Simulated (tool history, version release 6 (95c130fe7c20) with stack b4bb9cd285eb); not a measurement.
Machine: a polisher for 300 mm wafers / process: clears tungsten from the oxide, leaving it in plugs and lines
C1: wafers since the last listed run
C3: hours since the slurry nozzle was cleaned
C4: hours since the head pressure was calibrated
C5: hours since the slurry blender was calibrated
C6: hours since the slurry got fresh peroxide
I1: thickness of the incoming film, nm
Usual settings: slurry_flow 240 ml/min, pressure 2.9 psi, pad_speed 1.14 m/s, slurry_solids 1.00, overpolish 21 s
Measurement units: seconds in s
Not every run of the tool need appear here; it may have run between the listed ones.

Run 1, hour 0.0: usual settings but slurry_solids 1.10; C1 0; wafers polished on this pad 1545; C3 247.2; C4 225.3; C5 172.4; C6 219.6; I1 428.1. Result: seconds 109.7 s.
Run 2, hour 52.3: usual settings but pressure 3.4 psi, pad_speed 0.82 m/s; C1 379; wafers polished on this pad 1925; C3 299.5; C4 277.6; C5 224.7; C6 271.9; I1 427.5. Result: seconds 124.0 s.
Run 3, hour 101.8: usual settings but pressure 3.4 psi, pad_speed 0.82 m/s; C1 359; wafers polished on this pad 2284; C3 349.0; C4 327.1; C5 274.2; C6 321.4; I1 443.7. Result: seconds 136.0 s.
At hour 146.6: slurry nozzle cleaned.
Run 4, hour 155.2: usual settings; C1 380; wafers polished on this pad 2665; C3 8.6; C4 380.5; C5 327.6; C6 374.8; I1 444.0. Result: seconds 123.8 s.
Run 5, hour 182.2: usual settings but slurry_flow 295 ml/min; C1 196; wafers polished on this pad 2861; C3 35.6; C4 407.5; C5 354.6; C6 401.8; I1 433.2. Result: seconds 123.1 s.
At hour 206.1: slurry tank refilled with fresh slurry and peroxide.
Run 6, hour 219.7: usual settings; C1 265; wafers polished on this pad 3126; C3 73.1; C4 445.0; C5 392.1; C6 13.6; I1 437.9. Result: seconds 109.6 s.
At hour 245.6: slurry blender recalibrated.
Run 7, hour 246.1: usual settings but pressure 3.4 psi, pad_speed 1.34 m/s, slurry_solids 1.30, overpolish 14 s; C1 177; wafers polished on this pad 3303; C3 99.5; C4 471.4; C5 0.5; C6 40.0; I1 438.3. Result: seconds 78.0 s.
At hour 261.6: worn pad replaced by a new one.
Run 8, hour 272.9: usual settings but pad_speed 1.34 m/s, slurry_solids 0.90, overpolish 25 s; C1 165; wafers polished on this pad 82; C3 126.3; C4 498.2; C5 27.3; C6 66.8; I1 436.6. Result: seconds 98.5 s.
Run 9, hour 299.1: usual settings; C1 190; wafers polished on this pad 272; C3 152.5; C4 524.4; C5 53.5; C6 93.0; I1 435.2. Result: seconds 109.5 s.
Run 10, hour 338.3: usual settings but slurry_flow 180 ml/min, pressure 2.2 psi, pad_speed 1.34 m/s, slurry_solids 1.10; C1 284; wafers polished on this pad 557; C3 191.7; C4 563.6; C5 92.7; C6 132.2; I1 433.6. Result: seconds 128.4 s.
Run 11, hour 375.2: usual settings but slurry_flow 185 ml/min, pressure 2.2 psi, pad_speed 0.94 m/s, overpolish 33 s; C1 268; wafers polished on this pad 825; C3 228.6; C4 600.5; C5 129.6; C6 169.1; I1 433.0. Result: seconds 176.9 s.
Run 12, hour 431.3: usual settings but pressure 3.6 psi, overpolish 31 s; C1 407; wafers polished on this pad 1232; C3 284.7; C4 656.6; C5 185.7; C6 225.2; I1 427.3. Result: seconds 89.3 s.
Run 13, hour 498.4: usual settings but pad_speed 0.96 m/s, slurry_solids 1.25, overpolish 15 s; C1 487; wafers polished on this pad 1720; C3 351.8; C4 723.7; C5 252.8; C6 292.3; I1 432.3. Result: seconds 125.2 s.
Run 14, hour 540.8: usual settings but slurry_solids 0.90, overpolish 34 s; C1 307; wafers polished on this pad 2028; C3 394.2; C4 766.1; C5 295.2; C6 334.7; I1 436.5. Result: seconds 128.4 s.
At hour 559.4: head pressure recalibrated.
Run 15, hour 593.2: usual settings but pressure 3.2 psi, slurry_solids 0.75; C1 366; wafers polished on this pad 2394; C3 446.6; C4 33.8; C5 347.6; C6 387.1; I1 437.2. Result: seconds 127.1 s.
At hour 612.2: slurry nozzle cleaned.
At hour 660.9: slurry tank refilled with fresh slurry and peroxide.
At hour 663.7: slurry blender recalibrated.
Run 16, hour 664.9: usual settings; C1 491; wafers polished on this pad 2885; C3 52.7; C4 105.5; C5 1.2; C6 4.0; I1 433.5. Result: seconds 107.3 s.
At hour 724.2: worn pad replaced by a new one.
Run 17, hour 733.0: usual settings but slurry_flow 270 ml/min, slurry_solids 0.90; C1 465; wafers polished on this pad 64; C3 120.8; C4 173.6; C5 69.3; C6 72.1; I1 436.6. Result: seconds 113.1 s.
Run 18, hour 773.5: usual settings but slurry_solids 0.85, overpolish 29 s; C1 294; wafers polished on this pad 358; C3 161.3; C4 214.1; C5 109.8; C6 112.6; I1 431.4. Result: seconds 118.1 s.
Run 19, hour 819.5: usual settings but slurry_flow 165 ml/min, pad_speed 1.36 m/s, slurry_solids 0.85, overpolish 16 s; C1 334; wafers polished on this pad 692; C3 207.3; C4 260.1; C5 155.8; C6 158.6; I1 432.8. Result: seconds 107.9 s.
Run 20, hour 873.6: usual settings but slurry_solids 0.80, overpolish 31 s; C1 392; wafers polished on this pad 1085; C3 261.4; C4 314.2; C5 209.9; C6 212.7; I1 441.9. Result: seconds 125.2 s.
Run 21, hour 898.6: usual settings but slurry_flow 315 ml/min, pressure 2.0 psi; C1 181; wafers polished on this pad 1267; C3 286.4; C4 339.2; C5 234.9; C6 237.7; I1 436.1. Result: seconds 156.3 s.
Run 22, hour 937.0: usual settings but slurry_flow 215 ml/min, pressure 2.6 psi, pad_speed 1.52 m/s, overpolish 17 s; C1 278; wafers polished on this pad 1546; C3 324.8; C4 377.6; C5 273.3; C6 276.1; I1 434.8. Result: seconds 102.0 s.
Run 23, hour 967.5: usual settings but slurry_flow 180 ml/min, pressure 2.2 psi, pad_speed 1.34 m/s, slurry_solids 1.10; C1 221; wafers polished on this pad 1767; C3 355.3; C4 408.1; C5 303.8; C6 306.6; I1 432.1. Result: seconds 136.4 s.
At hour 995.6: slurry nozzle cleaned.
Run 24, hour 1002.7: usual settings but pressure 2.0 psi, slurry_solids 1.25, overpolish 26 s; C1 248; wafers polished on this pad 2015; C3 7.1; C4 443.3; C5 339.0; C6 341.8; I1 439.7. Result: seconds 164.4 s.
At hour 1049.4: slurry blender recalibrated.
Run 25, hour 1056.3: usual settings but slurry_flow 270 ml/min, pad_speed 0.98 m/s, slurry_solids 0.75, overpolish 25 s; C1 374; wafers polished on this pad 2390; C3 60.7; C4 496.9; C5 6.9; C6 395.4; I1 433.8. Result: seconds 151.5 s.
At hour 1078.6: slurry tank refilled with fresh slurry and peroxide.
Run 26, hour 1121.3: usual settings but pressure 2.1 psi, overpolish 13 s; C1 464; wafers polished on this pad 2855; C3 125.7; C4 561.9; C5 71.9; C6 42.7; I1 438.3. Result: seconds 149.0 s.
Run 27, hour 1176.4: usual settings but pressure 3.5 psi, pad_speed 0.92 m/s, slurry_solids 1.30; C1 400; wafers polished on this pad 3255; C3 180.8; C4 617.0; C5 127.0; C6 97.8; I1 436.9. Result: seconds 99.9 s.

For each entry between runs, how does the tool's hidden state at the last listed run before it compare with that at the first listed run after it?
In the gap between runs 3 and 4: slurry nozzle cleaned (hour 146.6)
  peroxide lost from the slurry, %: 21.5 -> 28
  measured less the result without the state, seconds: +12.3 -> +15.1 s
In the gap between runs 5 and 6: slurry tank refilled with fresh slurry and peroxide (hour 206.1)
  peroxide lost from the slurry, %: 31.7 -> 3.89
  measured less the result without the state, seconds: +17.4 -> +1.7 s
In the gap between runs 6 and 7: slurry blender recalibrated (hour 245.6)
  peroxide lost from the slurry, %: 3.89 -> 4.14
  measured less the result without the state, seconds: +1.7 -> +1.2 s
In the gap between runs 7 and 8: worn pad replaced by a new one (hour 261.6)
  peroxide lost from the slurry, %: 4.14 -> 4.65
  measured less the result without the state, seconds: +1.2 -> +1.8 s
In the gap between runs 14 and 15: head pressure recalibrated (hour 559.4)
  peroxide lost from the slurry, %: 23.5 -> 30.2
  measured less the result without the state, seconds: +12.9 -> +16.9 s
In the gap between runs 15 and 16: slurry nozzle cleaned (hour 612.2); slurry tank refilled with fresh slurry and peroxide (hour 660.9); slurry blender recalibrated (hour 663.7)
  peroxide lost from the slurry, %: 30.2 -> 1.7
  measured less the result without the state, seconds: +16.9 -> +0.7 s
In the gap between runs 16 and 17: worn pad replaced by a new one (hour 724.2)
  peroxide lost from the slurry, %: 1.7 -> 2.61
  measured less the result without the state, seconds: +0.7 -> +1.2 s
In the gap between runs 23 and 24: slurry nozzle cleaned (hour 995.6)
  peroxide lost from the slurry, %: 18.2 -> 22.2
  measured less the result without the state, seconds: +10.2 -> +15.4 s
In the gap between runs 24 and 25: slurry blender recalibrated (hour 1049.4)
  peroxide lost from the slurry, %: 22.2 -> 29.2
  measured less the result without the state, seconds: +15.4 -> +19.4 s
In the gap between runs 25 and 26: slurry tank refilled with fresh slurry and peroxide (hour 1078.6)
  peroxide lost from the slurry, %: 29.2 -> 0.55
  measured less the result without the state, seconds: +19.4 -> +0.3 s
